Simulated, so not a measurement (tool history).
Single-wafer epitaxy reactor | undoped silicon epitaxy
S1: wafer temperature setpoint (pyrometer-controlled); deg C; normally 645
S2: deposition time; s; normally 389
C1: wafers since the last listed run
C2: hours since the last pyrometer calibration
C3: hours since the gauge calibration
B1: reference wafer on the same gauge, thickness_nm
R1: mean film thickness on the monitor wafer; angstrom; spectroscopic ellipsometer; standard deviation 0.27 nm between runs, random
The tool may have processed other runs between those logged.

run    hour   S1   S2   C1      C2      C3      B1      R1
  1       0  656  339    0  1678.2  1032.5  46.791  597.91
  2    81.6  645  389  287  1759.8  1114.1  46.783  529.76
  3   131.1  645  389  174  1809.3  1163.6  46.805  523.29
  4   299.4  645  389  592  1977.6  1331.9  46.824   525.8
  5   352.1  645  389  185  2030.3  1384.6  46.835  527.38
  6   417.8  645  329  231    2096  1450.3  46.774  439.96
  7   510.9  651  389  327  2189.1  1543.4   46.82  606.56
  8   586.8  635  405  267    2265  1619.3  46.782  427.37
  9     647  645  389  212  2325.2  1679.5  46.786  521.31
 10   701.5  654  389  191  2379.7    1734  46.816  652.56
 11   770.4  645  389  242  2448.6  1802.9   46.79  518.39
 12     808  645  389  132  2486.2  1840.5  46.826  517.98
        826  -- gauge calibrated
 13   858.8  645  414  178    2537    32.8  46.797  550.16
      895.2  -- pyrometer calibrated
 14   940.5  645  414  259    45.3   114.5  46.777  597.64
 15    1038  645  414  343   142.8     212  46.813  594.52
 16    1135  645  389  341   239.8     309  46.773  550.55
 17  1176.4  640  459  145   281.2   350.4  46.827  585.25
 18  1227.9  657  410  181   332.7   401.9  46.785  777.11
 19  1306.7  632  389  277   411.5   480.7  46.772  400.52
 20  1409.9  645  420  363   514.7   583.9  46.784   597.7
 21  1510.4  652  318  353   615.2   684.4  46.774  530.05
 22  1586.8  645  389  269   691.6   760.8  46.796  553.57
 23  1649.4  655  330  220   754.2   823.4  46.804  588.12
 24    1694  636  334  157   798.8     868  46.812  379.21
 25  1770.7  637  417  270   875.5   944.7  46.814  484.24
 26  1834.3  645  389  223   939.1  1008.3  46.791  545.51
 27    1911  645  389  270  1015.8    1085  46.812  547.53
 28    2001  659  389  316  1105.8    1175  46.799   759.1
 29  2044.3  634  343  152  1149.1  1218.3  46.811  366.12
 30  2126.1  634  325  288  1230.9  1300.1  46.817  348.89

Pick out some run-to-run changes in R1. Of each, how much would a tool without hidden state show as well, from the settings, what came in and chance, and how much is left for the hidden state and any gauge scatter not in both results compared?
The tool's hidden condition here consists of: wafer temperature above the value expected at the setpoint (K); gauge reads high (%).
Run 6 -> 7: S1 645 -> 651, S2 329 -> 389. R1 +166.6 angstrom: hidden state -12.02, all else +178.62.
Run 7 -> 8: S1 651 -> 635, S2 389 -> 405. R1 -179.19 angstrom: hidden state +10.18, all else -189.37.
Run 13 -> 14: pyrometer calibrated. R1 +47.48 angstrom: hidden state +43.65, all else +3.83.
Run 18 -> 19: S1 657 -> 632, S2 410 -> 389. R1 -376.59 angstrom: hidden state +1.39, all else -377.98.
Run 27 -> 28: S1 645 -> 659. R1 +211.57 angstrom: hidden state -6.08, all else +217.65.
Run 28 -> 29: S1 659 -> 634, S2 389 -> 343. R1 -392.98 angstrom: hidden state +8.85, all else -401.83.
